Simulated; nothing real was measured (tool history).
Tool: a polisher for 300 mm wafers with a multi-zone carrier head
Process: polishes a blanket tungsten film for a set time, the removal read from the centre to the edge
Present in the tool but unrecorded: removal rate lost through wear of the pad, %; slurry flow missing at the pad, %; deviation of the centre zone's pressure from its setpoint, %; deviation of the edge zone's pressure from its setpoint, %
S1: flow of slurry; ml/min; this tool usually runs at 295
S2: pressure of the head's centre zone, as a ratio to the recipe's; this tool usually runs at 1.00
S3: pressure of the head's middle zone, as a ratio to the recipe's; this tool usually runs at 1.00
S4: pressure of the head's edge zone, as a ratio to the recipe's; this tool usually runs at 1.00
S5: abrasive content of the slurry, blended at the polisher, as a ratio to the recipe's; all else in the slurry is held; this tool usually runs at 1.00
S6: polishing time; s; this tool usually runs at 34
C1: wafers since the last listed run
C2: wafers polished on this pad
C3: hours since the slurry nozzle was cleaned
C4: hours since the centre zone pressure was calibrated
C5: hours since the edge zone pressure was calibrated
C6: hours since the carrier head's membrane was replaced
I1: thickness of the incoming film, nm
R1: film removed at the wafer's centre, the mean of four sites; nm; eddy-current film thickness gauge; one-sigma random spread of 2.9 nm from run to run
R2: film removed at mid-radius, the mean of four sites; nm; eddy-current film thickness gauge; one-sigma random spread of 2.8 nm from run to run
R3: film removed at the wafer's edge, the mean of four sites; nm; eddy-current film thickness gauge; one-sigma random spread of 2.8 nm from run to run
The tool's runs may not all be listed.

run	hour	S1	S2	S3	S4	S5	S6	C1	C2	C3	C4	C5	C6	I1	R1	R2	R3
1	0.0	295	1.00	1.00	1.00	1.00	34	0	1288	396.1	966.5	219.6	239.4	1090.0	243.9	229.3	227.9
# hour 51.6: centre zone pressure recalibrated
2	88.0	295	1.00	1.00	1.00	1.00	34	724	2012	484.1	36.4	307.6	327.4	1099.6	220.7	217.1	223.8
# hour 197.9: worn pad replaced by a new one
3	330.6	295	1.00	1.00	1.00	1.00	34	2009	1117	726.7	279.0	550.2	570.0	1089.2	236.2	223.5	234.5
# hour 364.0: slurry nozzle cleaned
4	402.6	295	1.00	1.00	1.00	1.10	29	598	1715	38.6	351.0	622.2	642.0	1078.0	201.9	189.5	194.6
5	468.8	295	0.96	1.00	1.00	1.00	34	557	2273	104.8	417.2	688.4	708.2	1088.2	213.8	210.7	212.7
# hour 492.0: worn pad replaced by a new one
6	540.6	295	0.96	1.00	1.00	1.00	34	571	409	176.6	489.0	760.2	780.0	1094.4	237.9	235.8	241.7
7	605.0	295	0.96	1.00	1.00	1.00	34	542	952	241.0	553.4	824.6	844.4	1094.3	238.2	232.5	233.4
8	711.8	295	1.00	1.00	1.00	1.00	34	899	1851	347.8	660.2	931.4	951.2	1067.3	243.6	226.2	224.5
# hour 782.1: edge zone pressure recalibrated
9	791.0	295	1.00	1.00	1.00	1.00	34	650	2502	427.0	739.4	8.9	1030.4	1089.9	224.3	206.1	209.9
# hour 800.0: worn pad replaced by a new one
10	848.5	295	1.00	1.00	1.00	1.00	34	450	408	484.5	796.9	66.4	1087.9	1103.9	257.4	235.8	240.4
# hour 943.3: carrier head's membrane replaced by a new one
11	943.7	370	1.00	1.00	1.00	1.20	34	759	1168	579.7	892.1	161.6	0.4	1073.9	268.7	245.8	247.8
12	991.1	295	1.00	1.00	1.00	1.00	34	399	1567	627.1	939.5	209.0	47.8	1079.2	248.3	227.9	225.6
13	1034.6	295	1.04	1.06	1.10	0.75	34	366	1934	670.6	983.0	252.5	91.3	1087.9	236.3	220.0	221.2
# hour 1118.6: worn pad replaced by a new one
# hour 1133.1: centre zone pressure recalibrated
14	1138.0	245	1.00	1.00	1.07	1.00	34	820	146	774.0	4.9	355.9	194.7	1100.1	227.6	227.9	240.9
# hour 1167.6: slurry nozzle cleaned
15	1225.1	380	1.06	1.00	1.00	0.75	34	725	871	57.5	92.0	443.0	281.8	1094.6	246.7	221.8	220.3
16	1313.0	295	1.06	1.00	1.00	1.00	34	740	1612	145.4	179.9	530.9	369.7	1076.8	247.7	221.3	223.6
17	1367.6	220	1.00	1.00	1.00	1.15	30	459	2072	200.0	234.5	585.5	424.3	1091.3	196.4	183.9	186.5
18	1425.7	295	1.00	1.00	1.00	1.00	34	489	2561	258.1	292.6	643.6	482.4	1100.7	213.7	202.9	206.5
# hour 1465.8: worn pad replaced by a new one
19	1470.7	255	1.05	1.00	0.94	1.25	34	345	41	303.1	337.6	688.6	527.4	1087.8	267.0	242.9	236.8

Predict the results of run 20:
20	1515.9	330	1.10	1.00	0.88	1.00	34	380	422	348.3	382.8	733.8	572.6	1092.2	?	?	?

R1: 279.0 nm
R2: 234.8 nm
R3: 226.9 nm
If the tool had no hidden condition, the same run with the same run-to-run variation would have returned R1 269.1 nm, R2 236.7 nm, R3 228.8 nm.

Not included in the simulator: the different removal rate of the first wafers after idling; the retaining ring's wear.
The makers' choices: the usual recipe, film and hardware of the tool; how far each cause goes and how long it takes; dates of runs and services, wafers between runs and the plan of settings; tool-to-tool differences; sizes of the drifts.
